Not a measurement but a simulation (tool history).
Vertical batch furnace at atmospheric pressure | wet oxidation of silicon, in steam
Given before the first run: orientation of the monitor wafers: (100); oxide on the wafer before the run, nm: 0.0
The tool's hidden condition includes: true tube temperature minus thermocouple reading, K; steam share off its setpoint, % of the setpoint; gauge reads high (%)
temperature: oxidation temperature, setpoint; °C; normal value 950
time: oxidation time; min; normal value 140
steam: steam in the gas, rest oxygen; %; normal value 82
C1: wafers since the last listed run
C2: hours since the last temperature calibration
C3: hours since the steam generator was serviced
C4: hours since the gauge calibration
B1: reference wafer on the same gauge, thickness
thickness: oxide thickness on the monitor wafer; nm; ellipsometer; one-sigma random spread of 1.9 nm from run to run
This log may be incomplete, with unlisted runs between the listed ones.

{"run": 1, "hour": 0.0, "temperature": 950, "time": 158.5, "steam": 76, "C1": 0, "C2": 1453.2, "C3": 2412.8, "C4": 498.5, "B1": 455.05, "thickness": 502.4}
{"run": 2, "hour": 47.8, "temperature": 950, "time": 158.5, "steam": 76, "C1": 482, "C2": 1501, "C3": 2460.6, "C4": 546.3, "B1": 454.96, "thickness": 498.53}
{"run": 3, "hour": 109.0, "temperature": 950, "time": 140, "steam": 82, "C1": 617, "C2": 1562.2, "C3": 2521.8, "C4": 607.5, "B1": 455.15, "thickness": 479.33}
{"run": 4, "hour": 167.5, "temperature": 950, "time": 140, "steam": 82, "C1": 590, "C2": 1620.7, "C3": 2580.3, "C4": 666, "B1": 455.38, "thickness": 479.34}
{"hour": 181.9, "done": "gauge calibrated"}
{"run": 5, "hour": 213.0, "temperature": 950, "time": 140, "steam": 82, "C1": 459, "C2": 1666.2, "C3": 2625.8, "C4": 31.1, "B1": 455.04, "thickness": 479.38}
{"run": 6, "hour": 273.1, "temperature": 950, "time": 94, "steam": 82, "C1": 606, "C2": 1726.3, "C3": 2685.9, "C4": 91.2, "B1": 455.05, "thickness": 353.81}
{"run": 7, "hour": 301.7, "temperature": 943, "time": 140, "steam": 82, "C1": 288, "C2": 1754.9, "C3": 2714.5, "C4": 119.8, "B1": 454.9, "thickness": 451.93}
{"run": 8, "hour": 349.5, "temperature": 943, "time": 140, "steam": 82, "C1": 482, "C2": 1802.7, "C3": 2762.3, "C4": 167.6, "B1": 454.72, "thickness": 452.14}
{"run": 9, "hour": 383.3, "temperature": 950, "time": 140, "steam": 82, "C1": 341, "C2": 1836.5, "C3": 2796.1, "C4": 201.4, "B1": 455.29, "thickness": 482.41}
{"run": 10, "hour": 425.5, "temperature": 950, "time": 140, "steam": 82, "C1": 425, "C2": 1878.7, "C3": 2838.3, "C4": 243.6, "B1": 454.96, "thickness": 478.23}
{"run": 11, "hour": 451.6, "temperature": 950, "time": 140, "steam": 82, "C1": 263, "C2": 1904.8, "C3": 2864.4, "C4": 269.7, "B1": 454.87, "thickness": 479.05}
{"run": 12, "hour": 513.3, "temperature": 950, "time": 140, "steam": 86, "C1": 622, "C2": 1966.5, "C3": 2926.1, "C4": 331.4, "B1": 455.52, "thickness": 496.64}
{"run": 13, "hour": 583.2, "temperature": 950, "time": 140, "steam": 86, "C1": 705, "C2": 2036.4, "C3": 2996, "C4": 401.3, "B1": 455.07, "thickness": 495.44}
{"run": 14, "hour": 634.3, "temperature": 950, "time": 140, "steam": 86, "C1": 515, "C2": 2087.5, "C3": 3047.1, "C4": 452.4, "B1": 454.87, "thickness": 495.9}
{"run": 15, "hour": 693.8, "temperature": 950, "time": 199.5, "steam": 88, "C1": 600, "C2": 2147, "C3": 3106.6, "C4": 511.9, "B1": 455.35, "thickness": 643.98}
{"run": 16, "hour": 721.9, "temperature": 936, "time": 191.5, "steam": 82, "C1": 283, "C2": 2175.1, "C3": 3134.7, "C4": 540, "B1": 455.17, "thickness": 532.65}
{"run": 17, "hour": 757.7, "temperature": 938, "time": 183, "steam": 75, "C1": 361, "C2": 2210.9, "C3": 3170.5, "C4": 575.8, "B1": 454.99, "thickness": 488.98}
{"run": 18, "hour": 802.9, "temperature": 950, "time": 140, "steam": 82, "C1": 456, "C2": 2256.1, "C3": 3215.7, "C4": 621, "B1": 455.11, "thickness": 477.46}
{"run": 19, "hour": 869.4, "temperature": 940, "time": 140, "steam": 78, "C1": 671, "C2": 2322.6, "C3": 3282.2, "C4": 687.5, "B1": 455.27, "thickness": 417.59}
{"run": 20, "hour": 894.8, "temperature": 950, "time": 140, "steam": 82, "C1": 256, "C2": 2348, "C3": 3307.6, "C4": 712.9, "B1": 454.66, "thickness": 476.35}
{"hour": 927.6, "done": "thermocouples replaced and temperature profile calibrated"}
{"hour": 959.9, "done": "gauge calibrated"}
{"run": 21, "hour": 1022.0, "temperature": 933, "time": 158, "steam": 86, "C1": 1041, "C2": 94.4, "C3": 3434.8, "C4": 62.1, "B1": 454.82, "thickness": 463.9}
{"run": 22, "hour": 1077.5, "temperature": 968, "time": 199.5, "steam": 71, "C1": 560, "C2": 149.9, "C3": 3490.3, "C4": 117.6, "B1": 454.88, "thickness": 634.53}
{"hour": 1106.6, "done": "steam generator serviced"}
{"run": 23, "hour": 1127.5, "temperature": 950, "time": 140, "steam": 82, "C1": 262, "C2": 199.9, "C3": 20.9, "C4": 167.6, "B1": 455.19, "thickness": 496.17}
{"run": 24, "hour": 1161.3, "temperature": 932, "time": 140, "steam": 82, "C1": 341, "C2": 233.7, "C3": 54.7, "C4": 201.4, "B1": 455.33, "thickness": 426.07}
{"run": 25, "hour": 1218.4, "temperature": 935, "time": 96.5, "steam": 72, "C1": 576, "C2": 290.8, "C3": 111.8, "C4": 258.5, "B1": 454.88, "thickness": 294.52}
{"run": 26, "hour": 1258.3, "temperature": 927, "time": 186.5, "steam": 92, "C1": 402, "C2": 330.7, "C3": 151.7, "C4": 298.4, "B1": 455.28, "thickness": 552.47}
{"run": 27, "hour": 1313.4, "temperature": 950, "time": 140, "steam": 82, "C1": 556, "C2": 385.8, "C3": 206.8, "C4": 353.5, "B1": 454.95, "thickness": 499.49}
{"run": 28, "hour": 1384.7, "temperature": 950, "time": 96.5, "steam": 76, "C1": 719, "C2": 457.1, "C3": 278.1, "C4": 424.8, "B1": 454.78, "thickness": 356.05}
{"run": 29, "hour": 1415.9, "temperature": 942, "time": 140, "steam": 77, "C1": 314, "C2": 488.3, "C3": 309.3, "C4": 456, "B1": 455.05, "thickness": 442.54}

Each row is a separate what-if for the run after 29, all from the same tool condition, not one after another. Results?
{"run": "A", "hour": 1421.6, "temperature": 974, "time": 140, "steam": 82, "C1": 57, "C2": 494, "C3": 315, "C4": 461.7, "B1": "?", "thickness": "?"}
{"run": "B", "hour": 1421.6, "temperature": 950, "time": 166.5, "steam": 82, "C1": 57, "C2": 494, "C3": 315, "C4": 461.7, "B1": "?", "thickness": "?"}
{"run": "C", "hour": 1421.6, "temperature": 931, "time": 95.5, "steam": 72, "C1": 57, "C2": 494, "C3": 315, "C4": 461.7, "B1": "?", "thickness": "?"}

run=A B1=455.16 thickness=597.78
run=B B1=455.16 thickness=561.74
run=C B1=455.16 thickness=280.66
Had the tool no hidden state, the same runs would have come out as:
run=A thickness=601.66
run=B thickness=565.57
run=C thickness=282.86
